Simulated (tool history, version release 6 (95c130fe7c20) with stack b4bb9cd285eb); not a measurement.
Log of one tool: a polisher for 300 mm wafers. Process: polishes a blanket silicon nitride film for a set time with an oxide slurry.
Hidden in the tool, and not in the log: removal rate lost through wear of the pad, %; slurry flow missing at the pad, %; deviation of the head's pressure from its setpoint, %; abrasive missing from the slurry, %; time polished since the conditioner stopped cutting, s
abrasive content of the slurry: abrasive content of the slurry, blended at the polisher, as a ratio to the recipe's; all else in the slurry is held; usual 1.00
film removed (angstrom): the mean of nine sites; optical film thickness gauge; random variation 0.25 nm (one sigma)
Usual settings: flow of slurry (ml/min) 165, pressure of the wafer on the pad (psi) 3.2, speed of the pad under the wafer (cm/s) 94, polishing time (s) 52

run,hour,flow of slurry (ml/min),pressure of the wafer on the pad (psi),speed of the pad under the wafer (cm/s),abrasive content of the slurry,polishing time (s),wafers since the last listed run,wafers polished on this pad,hours since the slurry nozzle was cleaned,hours since the head pressure was calibrated,hours since the slurry blender was calibrated,hours since the conditioning disc was replaced,"incoming thickness of the incoming film, nm",film removed (angstrom)
1,0.0,165,3.2,94,1.00,52,0,439,517.9,534.6,299.8,68.3,578.2,232
2,40.7,165,3.2,94,1.00,52,427,866,558.6,575.3,340.5,109.0,567.3,230
# hour 81.5: head pressure recalibrated
# hour 96.7: conditioning disc replaced and pad reconditioned
3,102.7,165,3.2,94,1.00,52,609,1476,620.6,21.2,402.5,6.0,573.2,234
# hour 134.9: worn pad replaced by a new one
4,138.7,165,3.2,94,1.00,52,336,40,656.6,57.2,438.5,42.0,569.8,230
5,176.1,165,3.2,94,1.00,52,392,432,694.0,94.6,475.9,79.4,568.0,225
# hour 196.5: slurry blender recalibrated
6,232.4,190,3.2,74,1.00,52,570,1003,750.3,150.9,35.9,135.7,579.4,189
# hour 259.4: conditioning disc replaced and pad reconditioned
# hour 295.1: slurry nozzle cleaned
7,296.9,190,3.2,74,1.00,52,646,1649,1.8,215.4,100.4,37.5,570.1,206
# hour 320.0: worn pad replaced by a new one
8,340.2,190,3.2,74,1.00,52,412,212,45.1,258.7,143.7,80.8,565.4,202
9,372.9,165,3.6,94,1.00,36,343,555,77.8,291.4,176.4,113.5,568.7,182
10,409.2,165,3.2,82,1.00,46,381,937,114.1,327.7,212.7,149.8,568.8,192
# hour 416.3: conditioning disc replaced and pad reconditioned
# hour 474.0: worn pad replaced by a new one
11,536.4,105,3.2,118,1.25,58,1273,656,241.3,454.9,339.9,120.1,569.5,320
# hour 571.0: slurry blender recalibrated
# hour 584.4: conditioning disc replaced and pad reconditioned
12,605.7,165,3.2,94,0.85,52,686,1342,310.6,524.2,34.7,21.3,569.6,223
13,647.1,165,3.2,94,1.00,52,435,1777,352.0,565.6,76.1,62.7,566.1,232
# hour 652.2: worn pad replaced by a new one
# hour 669.4: head pressure recalibrated
14,718.7,165,3.2,94,1.00,42,689,677,423.6,49.3,147.7,134.3,563.0,191
# hour 765.7: conditioning disc replaced and pad reconditioned
15,784.1,165,3.2,78,1.00,60,666,1343,489.0,114.7,213.1,18.4,568.6,228
# hour 809.0: worn pad replaced by a new one
16,809.5,165,2.5,94,1.00,52,224,4,514.4,140.1,238.5,43.8,570.1,200
17,847.5,135,3.8,94,1.00,52,399,404,552.4,178.1,276.5,81.8,562.8,242

Some steps in film removed (angstrom) between neighbouring runs. How much of each would the tool show without its hidden state too (settings, what came in, random variation), and how much is left for the hidden state, with any gauge scatter that isn't in both results?
Run 6 -> 7: conditioning disc replaced and pad reconditioned, slurry nozzle cleaned. film removed (angstrom) +17: hidden state +15, all else +2.
Run 10 -> 11: flow of slurry (ml/min) 165 -> 105, speed of the pad under the wafer (cm/s) 82 -> 118, abrasive content of the slurry 1.00 -> 1.25, polishing time (s) 46 -> 58, conditioning disc replaced and pad reconditioned, worn pad replaced by a new one. film removed (angstrom) +128: hidden state -11, all else +139.
